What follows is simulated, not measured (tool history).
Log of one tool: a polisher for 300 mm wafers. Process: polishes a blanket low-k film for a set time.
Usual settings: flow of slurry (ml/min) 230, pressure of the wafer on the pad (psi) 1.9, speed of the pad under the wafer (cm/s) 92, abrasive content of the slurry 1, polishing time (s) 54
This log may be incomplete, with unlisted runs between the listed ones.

run,day,flow of slurry (ml/min),pressure of the wafer on the pad (psi),speed of the pad under the wafer (cm/s),abrasive content of the slurry,polishing time (s),wafers since the last listed run,wafers polished on this pad,hours since the slurry nozzle was cleaned,hours since the head pressure was calibrated,hours since the slurry blender was calibrated,hours since the conditioning disc was replaced,"incoming thickness of the incoming film, nm",film removed (Å)
1,0,230,1.9,92,1,39,0,1009,673.3,125.3,184.6,5.3,698.8,121
2,0.817,230,1.9,92,1,39,120,1130,692.9,144.9,204.2,24.9,710.5,120
3,1.579,230,1.9,92,1,39,112,1242,711.2,163.2,222.5,43.2,718.4,121
# day 1.846: worn pad replaced by a new one
4,2.917,230,1.9,92,1,54,173,158,743.3,195.3,254.6,75.3,720.4,185
5,3.692,230,1.9,92,1,54,114,273,761.9,213.9,273.2,93.9,708.5,180
6,4.938,230,1.9,92,1,54,184,457,791.8,243.8,303.1,123.8,707.9,172
7,6.058,230,1.8,92,1,46,165,622,818.7,270.7,330,150.7,720.8,139
8,7.767,230,1.8,92,1,46,252,875,859.7,311.7,371,191.7,722.7,136
9,8.383,230,2.4,92,1,54,91,966,874.5,326.5,385.8,206.5,712.9,206
# day 8.592: slurry nozzle cleaned
# day 9.05: slurry blender recalibrated
# day 9.417: worn pad replaced by a new one
# day 10.983: conditioning disc replaced and pad reconditioned
10,11.008,230,1.9,92,1,54,332,222,58,389.5,47,0.6,715.9,181
# day 12.746: head pressure recalibrated
11,13.233,230,1.9,92,1.1,54,316,539,111.4,11.7,100.4,54,701,185
12,14.162,205,2.4,92,1.15,61,137,676,133.7,34,122.7,76.3,712.6,259
13,15.283,150,2.3,92,1.2,66,165,842,160.6,60.9,149.6,103.2,719.6,251
14,16.488,230,1.9,92,1,54,177,1020,189.5,89.8,178.5,132.1,710.3,170
15,17.225,230,1.9,92,1,54,108,1129,207.2,107.5,196.2,149.8,709.9,170
# day 18.021: worn pad replaced by a new one
16,18.658,195,1.2,92,1,54,187,94,241.6,141.9,230.6,184.2,708.4,128
17,19.217,265,1.9,92,1,54,82,176,255,155.3,244,197.6,715.4,190
18,20.217,230,1.7,68,1,44,147,324,279,179.3,268,221.6,708,118
19,21.412,230,1.9,92,1,54,176,501,307.7,208,296.7,250.3,703.1,175
20,22.088,230,2.1,92,1.1,54,99,600,323.9,224.2,312.9,266.5,714.4,201
21,22.817,230,1.9,92,1,54,107,708,341.4,241.7,330.4,284,721.7,171

Some steps in film removed (Å) between neighbouring runs. How much of each would the tool show without its hidden state too (settings, what came in, random variation), and how much is left for the hidden state, with any gauge scatter that isn't in both results?
The hidden state here: removal rate lost through wear of the pad, %; slurry flow missing at the pad, %; deviation of the head's pressure from its setpoint, %; abrasive missing from the slurry, %; time polished since the conditioner stopped cutting, s.
Run 9 -> 10: pressure of the wafer on the pad (psi) 2.4 -> 1.9, slurry nozzle cleaned, slurry blender recalibrated, worn pad replaced by a new one, conditioning disc replaced and pad reconditioned. film removed (Å) -25: hidden state +21, all else -46.
Run 11 -> 12: flow of slurry (ml/min) 230 -> 205, pressure of the wafer on the pad (psi) 1.9 -> 2.4, abrasive content of the slurry 1.1 -> 1.15, polishing time (s) 54 -> 61. film removed (Å) +74: hidden state -14, all else +88.
Run 13 -> 14: flow of slurry (ml/min) 150 -> 230, pressure of the wafer on the pad (psi) 2.3 -> 1.9, abrasive content of the slurry 1.2 -> 1, polishing time (s) 66 -> 54. film removed (Å) -81: hidden state +10, all else -91.
Run 15 -> 16: flow of slurry (ml/min) 230 -> 195, pressure of the wafer on the pad (psi) 1.9 -> 1.2, worn pad replaced by a new one. film removed (Å) -42: hidden state +25, all else -67.
